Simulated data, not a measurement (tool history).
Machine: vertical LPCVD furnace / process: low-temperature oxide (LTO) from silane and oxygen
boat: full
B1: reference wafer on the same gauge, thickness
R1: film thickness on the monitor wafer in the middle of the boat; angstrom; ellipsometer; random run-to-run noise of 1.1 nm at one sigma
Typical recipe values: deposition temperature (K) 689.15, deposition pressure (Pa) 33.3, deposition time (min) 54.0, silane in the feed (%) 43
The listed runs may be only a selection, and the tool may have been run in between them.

Run 1, hour 0.0: usual settings but deposition time (min) 61.0; B1 632.02. Result: R1 8813.5 angstrom.
Run 2, hour 56.8: usual settings but deposition time (min) 61.0; B1 632.00. Result: R1 8862.8 angstrom.
Run 3, hour 68.3: usual settings but deposition temperature (K) 696.15; B1 631.89. Result: R1 8372.0 angstrom.
Run 4, hour 78.0: usual settings; B1 632.11. Result: R1 7836.1 angstrom.
Run 5, hour 85.9: usual settings; B1 632.11. Result: R1 7836.9 angstrom.
Run 6, hour 95.1: usual settings; B1 631.93. Result: R1 7842.6 angstrom.
At hour 123.3: gauge calibrated.
Run 7, hour 145.1: usual settings; B1 631.83. Result: R1 7839.9 angstrom.
Run 8, hour 153.4: usual settings; B1 632.04. Result: R1 7839.1 angstrom.
At hour 180.6: silane flow controller replaced.
At hour 187.6: thermocouples replaced and temperature profile calibrated.
Run 9, hour 188.1: usual settings; B1 631.95. Result: R1 7844.4 angstrom.
Run 10, hour 194.8: usual settings; B1 631.86. Result: R1 7854.8 angstrom.
At hour 238.7: pressure gauge zeroed.
Run 11, hour 239.2: usual settings; B1 631.91. Result: R1 7487.9 angstrom.
Run 12, hour 244.7: usual settings but deposition temperature (K) 684.15, deposition pressure (Pa) 28.0; B1 632.08. Result: R1 5977.5 angstrom.
Run 13, hour 250.2: usual settings; B1 632.03. Result: R1 7490.7 angstrom.
Run 14, hour 257.0: usual settings but deposition temperature (K) 698.15, deposition pressure (Pa) 38.7, silane in the feed (%) 40; B1 631.85. Result: R1 8802.3 angstrom.
Run 15, hour 272.8: usual settings but deposition temperature (K) 683.15, deposition pressure (Pa) 40.0; B1 631.93. Result: R1 8443.2 angstrom.
Run 16, hour 290.5: usual settings but silane in the feed (%) 35; B1 632.28. Result: R1 5895.8 angstrom.
Run 17, hour 301.6: usual settings; B1 632.14. Result: R1 7495.3 angstrom.
Run 18, hour 312.7: usual settings; B1 631.90. Result: R1 7503.7 angstrom.
Run 19, hour 327.3: usual settings; B1 632.06. Result: R1 7497.3 angstrom.
Run 20, hour 339.2: usual settings but silane in the feed (%) 50; B1 632.12. Result: R1 8596.6 angstrom.
Run 21, hour 350.5: usual settings but silane in the feed (%) 38; B1 631.94. Result: R1 6541.9 angstrom.
Run 22, hour 359.8: usual settings but deposition temperature (K) 701.15, deposition pressure (Pa) 28.0, deposition time (min) 63.0; B1 632.09. Result: R1 8272.2 angstrom.

Below are 5 alternative next runs, each starting from the tool's condition after run 22. Predict each:
Run A, hour 365.4: usual settings but deposition time (min) 73.5; B1 ?. Result: R1 ?.
Run B, hour 365.4: usual settings but deposition temperature (K) 697.15, deposition pressure (Pa) 30.0, silane in the feed (%) 41; B1 ?. Result: R1 ?.
Run C, hour 365.4: usual settings but deposition temperature (K) 701.15, deposition pressure (Pa) 25.3, deposition time (min) 46.0, silane in the feed (%) 35; B1 ?. Result: R1 ?.
Run D, hour 365.4: usual settings but deposition time (min) 63.0; B1 ?. Result: R1 ?.
Run E, hour 365.4: usual settings but deposition temperature (K) 684.15, deposition pressure (Pa) 39.3, deposition time (min) 36.0; B1 ?. Result: R1 ?.

run      B1       R1
  A  631.94  10232.1
  B  631.94   6972.0
  C  631.94   4341.0
  D  631.94   8770.4
  E  631.94   5618.9
With no hidden state in the tool, these same runs would have given:
run       R1
  A  10226.8
  B   6968.0
  C   4338.0
  D   8765.8
  E   5616.4

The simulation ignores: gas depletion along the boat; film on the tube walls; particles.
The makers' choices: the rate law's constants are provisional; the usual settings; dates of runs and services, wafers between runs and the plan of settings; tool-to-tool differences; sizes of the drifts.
